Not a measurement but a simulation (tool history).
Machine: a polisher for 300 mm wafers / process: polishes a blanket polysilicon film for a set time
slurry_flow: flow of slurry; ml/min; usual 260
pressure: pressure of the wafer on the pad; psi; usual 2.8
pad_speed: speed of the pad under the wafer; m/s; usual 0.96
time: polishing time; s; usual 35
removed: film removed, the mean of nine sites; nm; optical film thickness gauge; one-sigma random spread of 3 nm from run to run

run,day,slurry_flow,pressure,pad_speed,time,wafers since the last listed run,wafers polished on this pad,hours since the slurry nozzle was cleaned,hours since the head pressure was calibrated,"incoming thickness of the incoming film, nm",removed
1,0.000,260,2.8,0.96,35,0,428,386.2,747.3,1648.3,242.0
2,1.142,260,2.8,0.86,35,261,690,413.6,774.7,1619.1,219.2
3,2.246,260,2.8,0.96,35,252,942,440.1,801.2,1637.4,244.9
4,3.192,260,2.8,0.96,35,216,1159,462.8,823.9,1633.1,248.0
5,4.012,260,2.8,0.96,35,187,1346,482.5,843.6,1634.5,244.1
# day 4.229: worn pad replaced by a new one
6,5.508,260,2.8,0.96,35,304,292,518.4,879.5,1662.8,241.7
7,6.938,260,2.8,0.96,35,326,619,552.7,913.8,1641.6,242.1
8,7.746,260,2.8,0.96,35,184,804,572.1,933.2,1632.1,241.7
9,8.412,260,2.8,0.96,35,152,957,588.1,949.2,1622.9,242.4
10,9.717,230,2.8,0.96,35,298,1255,619.4,980.5,1621.9,235.9
# day 9.933: worn pad replaced by a new one
11,11.171,230,2.8,0.96,35,294,282,654.3,1015.4,1611.2,235.1
12,12.654,260,2.8,0.96,29,339,622,689.9,1051.0,1633.3,200.0
13,13.512,315,3.6,1.10,41,196,818,710.5,1071.6,1636.7,429.3
# day 15.325: worn pad replaced by a new one
# day 17.008: head pressure recalibrated
14,17.379,260,2.8,0.86,35,827,450,803.3,8.9,1638.5,219.4
# day 17.988: slurry nozzle cleaned
15,18.608,305,2.4,1.30,35,271,722,14.9,38.4,1637.6,279.1
16,20.000,260,2.1,0.96,35,318,1040,48.3,71.8,1609.4,183.3
17,20.921,315,2.8,0.96,30,210,1251,70.4,93.9,1629.1,212.7
# day 21.512: worn pad replaced by a new one
18,21.533,230,2.8,0.96,35,101,5,85.1,108.6,1630.6,236.8
19,22.454,260,2.8,0.96,35,210,215,107.2,130.7,1650.6,245.4
20,23.308,260,1.8,0.96,35,195,411,127.7,151.2,1640.3,157.1
21,24.300,260,2.5,0.66,39,226,638,151.5,175.0,1608.2,167.9
22,25.629,260,1.8,1.06,40,304,942,183.4,206.9,1623.9,198.8
23,27.033,260,2.8,0.96,35,321,1263,217.1,240.6,1641.4,242.8
# day 27.300: worn pad replaced by a new one
24,28.321,260,2.8,0.70,32,256,233,248.0,271.5,1598.0,162.6

Consider 3 possible next runs. They are alternatives, not a sequence: every one starts from the tool as it was left by run 24. What does each give?
A,28.338,260,2.8,0.96,26,3,236,248.4,271.9,1626.1,?
B,28.338,210,2.8,0.96,35,3,236,248.4,271.9,1626.1,?
C,28.338,260,2.8,0.96,28,3,236,248.4,271.9,1626.1,?

run,removed
A,184.5
B,243.9
C,198.7
Had the tool no hidden state, the same runs would have come out as:
run,removed
A,184.5
B,243.9
C,198.7
